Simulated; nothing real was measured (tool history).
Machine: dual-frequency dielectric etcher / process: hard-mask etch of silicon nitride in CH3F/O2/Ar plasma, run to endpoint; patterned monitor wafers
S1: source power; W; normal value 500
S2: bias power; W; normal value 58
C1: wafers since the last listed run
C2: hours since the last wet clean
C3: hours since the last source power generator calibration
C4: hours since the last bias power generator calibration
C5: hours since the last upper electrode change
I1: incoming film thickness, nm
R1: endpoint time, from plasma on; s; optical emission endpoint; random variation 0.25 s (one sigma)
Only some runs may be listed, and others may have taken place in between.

| run | day | S1 | S2 | C1 | C2 | C3 | C4 | C5 | I1 | R1 |
|---|---|---|---|---|---|---|---|---|---|---|
| 1 | 0 | 500 | 58 | 0 | 123.5 | 561.5 | 3914.1 | 4647.6 | 32.85 | 46.7 |
| 2 | 2.958 | 500 | 58 | 753 | 194.5 | 632.5 | 3985.1 | 4718.6 | 32.8 | 47.1 |
| 3 | 5.142 | 500 | 58 | 556 | 246.9 | 684.9 | 4037.5 | 4771 | 32.85 | 47.4 |
| 4 | 6.654 | 500 | 58 | 385 | 283.2 | 721.2 | 4073.8 | 4807.3 | 32.86 | 47.7 |
| 5 | 9.121 | 500 | 58 | 628 | 342.4 | 780.4 | 4133 | 4866.5 | 33.06 | 47.7 |
| 6 | 11.338 | 430 | 69 | 564 | 395.6 | 833.6 | 4186.2 | 4919.7 | 32.71 | 47.1 |
| 7 | 14.454 | 430 | 69 | 793 | 470.4 | 908.4 | 4261 | 4994.5 | 33.05 | 48.4 |
| 8 | 17.05 | 430 | 69 | 661 | 532.7 | 970.7 | 4323.3 | 5056.8 | 33.15 | 48.4 |
| 9 | 18.146 | 580 | 58 | 279 | 559 | 997 | 4349.6 | 5083.1 | 33 | 45.6 |
| 10 | 19.842 | 500 | 58 | 431 | 599.7 | 1037.7 | 4390.3 | 5123.8 | 33.01 | 48.4 |
| 11 | 21.292 | 500 | 58 | 369 | 634.5 | 1072.5 | 4425.1 | 5158.6 | 33.15 | 49.2 |
|  | 22.425 | wet clean of the chamber |
| 12 | 23.762 | 500 | 62 | 374 | 32.1 | 1131.8 | 4484.4 | 5217.9 | 33.12 | 45.5 |
| 13 | 25.596 | 500 | 62 | 466 | 76.1 | 1175.8 | 4528.4 | 5261.9 | 33.07 | 45.8 |
| 14 | 27.05 | 500 | 58 | 370 | 111 | 1210.7 | 4563.3 | 5296.8 | 33.27 | 47.4 |
|  | 28.825 | bias power generator calibrated |
| 15 | 29.933 | 500 | 66 | 691 | 180.2 | 1279.9 | 26.6 | 5366 | 33.39 | 45.1 |
| 16 | 31.292 | 500 | 58 | 345 | 212.8 | 1312.5 | 59.2 | 5398.6 | 32.83 | 46.8 |
| 17 | 33.688 | 560 | 48 | 610 | 270.3 | 1370 | 116.7 | 5456.1 | 33.02 | 48.8 |
|  | 35.65 | upper electrode replaced, of another model than before |
| 18 | 35.671 | 560 | 50 | 250 | 317.9 | 1417.6 | 164.3 | 0.5 | 32.97 | 47.9 |
| 19 | 36.05 | 500 | 58 | 96 | 327 | 1426.7 | 173.4 | 9.6 | 33.4 | 47.7 |
| 20 | 40.712 | 570 | 71 | 1187 | 438.9 | 1538.6 | 285.3 | 121.5 | 33.13 | 43.3 |
| 21 | 41.725 | 420 | 72 | 257 | 463.2 | 1562.9 | 309.6 | 145.8 | 33.28 | 46.9 |
|  | 43.562 | source power generator calibrated |
| 22 | 44.333 | 460 | 64 | 621 | 525.8 | 18.5 | 372.2 | 208.4 | 32.73 | 47.3 |
| 23 | 51.042 | 470 | 45 | 1708 | 686.8 | 179.5 | 533.2 | 369.4 | 33.16 | 52.6 |
|  | 52.196 | wet clean of the chamber |
| 24 | 52.812 | 560 | 48 | 196 | 14.8 | 222 | 575.7 | 411.9 | 32.88 | 48.1 |
| 25 | 55.779 | 590 | 68 | 755 | 86 | 293.2 | 646.9 | 483.1 | 32.84 | 42.1 |
| 26 | 56.879 | 500 | 58 | 280 | 112.4 | 319.6 | 673.3 | 509.5 | 33.25 | 47.5 |
| 27 | 59.3 | 450 | 69 | 616 | 170.5 | 377.7 | 731.4 | 567.6 | 32.97 | 45.7 |
| 28 | 61.921 | 500 | 58 | 667 | 233.4 | 440.6 | 794.3 | 630.5 | 33.05 | 47.3 |
| 29 | 63.938 | 500 | 58 | 513 | 281.8 | 489 | 842.7 | 678.9 | 32.66 | 47.2 |

Each row is a separate what-if for the run after 29, all from the same tool condition, not one after another. Results?
| A | 63.954 | 500 | 58 | 4 | 282.2 | 489.4 | 843.1 | 679.3 | 32.99 | ? |
| B | 63.954 | 500 | 51 | 4 | 282.2 | 489.4 | 843.1 | 679.3 | 32.99 | ? |
| C | 63.954 | 590 | 52 | 4 | 282.2 | 489.4 | 843.1 | 679.3 | 32.99 | ? |
| D | 63.954 | 380 | 58 | 4 | 282.2 | 489.4 | 843.1 | 679.3 | 32.99 | ? |

| run | R1 |
|---|---|
| A | 47.5 |
| B | 49.4 |
| C | 47 |
| D | 50.9 |
Without the tool's unlogged condition, the same runs would have read:
| run | R1 |
|---|---|
| A | 46.8 |
| B | 48.7 |
| C | 46.3 |
| D | 50.2 |

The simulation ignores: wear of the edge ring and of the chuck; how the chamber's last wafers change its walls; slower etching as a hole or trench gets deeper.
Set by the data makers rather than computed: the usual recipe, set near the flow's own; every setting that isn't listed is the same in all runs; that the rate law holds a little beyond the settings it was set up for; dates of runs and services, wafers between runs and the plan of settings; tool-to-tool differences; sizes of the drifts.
